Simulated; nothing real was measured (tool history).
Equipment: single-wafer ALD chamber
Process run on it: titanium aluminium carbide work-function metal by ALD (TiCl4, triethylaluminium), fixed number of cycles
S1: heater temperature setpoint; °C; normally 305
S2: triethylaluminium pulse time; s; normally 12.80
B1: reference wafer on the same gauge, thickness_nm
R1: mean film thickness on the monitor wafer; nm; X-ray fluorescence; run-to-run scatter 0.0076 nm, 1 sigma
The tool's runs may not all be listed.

{"run": 1, "hour": 0.0, "S1": 310, "S2": 12.8, "B1": 2.139, "R1": 2.343}
{"run": 2, "hour": 30.1, "S1": 310, "S2": 12.8, "B1": 2.14, "R1": 2.354}
{"run": 3, "hour": 63.7, "S1": 305, "S2": 12.8, "B1": 2.138, "R1": 2.285}
{"run": 4, "hour": 86.3, "S1": 305, "S2": 12.8, "B1": 2.143, "R1": 2.284}
{"run": 5, "hour": 121.4, "S1": 305, "S2": 12.8, "B1": 2.141, "R1": 2.265}
{"run": 6, "hour": 140.4, "S1": 305, "S2": 12.8, "B1": 2.143, "R1": 2.27}
{"run": 7, "hour": 160.7, "S1": 305, "S2": 12.8, "B1": 2.145, "R1": 2.278}
{"run": 8, "hour": 187.1, "S1": 305, "S2": 12.8, "B1": 2.143, "R1": 2.267}
{"run": 9, "hour": 215.8, "S1": 305, "S2": 12.8, "B1": 2.142, "R1": 2.269}
{"run": 10, "hour": 236.1, "S1": 295, "S2": 12.8, "B1": 2.139, "R1": 2.158}
{"run": 11, "hour": 248.6, "S1": 305, "S2": 12.8, "B1": 2.139, "R1": 2.256}
{"run": 12, "hour": 263.1, "S1": 305, "S2": 12.8, "B1": 2.145, "R1": 2.248}
{"hour": 286.8, "done": "thermocouple changed; heater temperature recalibrated"}
{"run": 13, "hour": 287.3, "S1": 305, "S2": 12.8, "B1": 2.143, "R1": 2.262}
{"run": 14, "hour": 295.1, "S1": 305, "S2": 12.8, "B1": 2.139, "R1": 2.256}
{"run": 15, "hour": 307.5, "S1": 309, "S2": 8.37, "B1": 2.138, "R1": 1.923}
{"run": 16, "hour": 333.9, "S1": 305, "S2": 12.8, "B1": 2.139, "R1": 2.256}
{"hour": 367.0, "done": "showerhead replaced"}
{"run": 17, "hour": 367.5, "S1": 293, "S2": 16.75, "B1": 2.141, "R1": 2.206}
{"hour": 386.5, "done": "gauge calibrated"}
{"run": 18, "hour": 398.3, "S1": 309, "S2": 9.07, "B1": 2.142, "R1": 1.982}
{"run": 19, "hour": 410.6, "S1": 305, "S2": 17.42, "B1": 2.143, "R1": 2.339}
{"run": 20, "hour": 441.0, "S1": 305, "S2": 12.8, "B1": 2.145, "R1": 2.219}
{"run": 21, "hour": 462.5, "S1": 294, "S2": 10.9, "B1": 2.145, "R1": 2.0}
{"hour": 477.7, "done": "triethylaluminium bottle replaced"}
{"run": 22, "hour": 478.2, "S1": 295, "S2": 8.09, "B1": 2.139, "R1": 1.968}
{"run": 23, "hour": 501.2, "S1": 316, "S2": 8.8, "B1": 2.138, "R1": 2.272}
{"run": 24, "hour": 519.0, "S1": 305, "S2": 12.8, "B1": 2.142, "R1": 2.334}
{"run": 25, "hour": 553.2, "S1": 300, "S2": 15.29, "B1": 2.14, "R1": 2.299}
{"run": 26, "hour": 581.7, "S1": 305, "S2": 15.4, "B1": 2.142, "R1": 2.349}
{"run": 27, "hour": 617.4, "S1": 305, "S2": 12.8, "B1": 2.141, "R1": 2.33}

The next listed run, before its measurement:
{"run": 28, "hour": 650.9, "S1": 305, "S2": 12.8, "B1": "?", "R1": "?"}

{"run 28": {"B1": 2.141, "R1": 2.312}}
With no hidden state in the tool, this same run would have given R1 2.325 nm.

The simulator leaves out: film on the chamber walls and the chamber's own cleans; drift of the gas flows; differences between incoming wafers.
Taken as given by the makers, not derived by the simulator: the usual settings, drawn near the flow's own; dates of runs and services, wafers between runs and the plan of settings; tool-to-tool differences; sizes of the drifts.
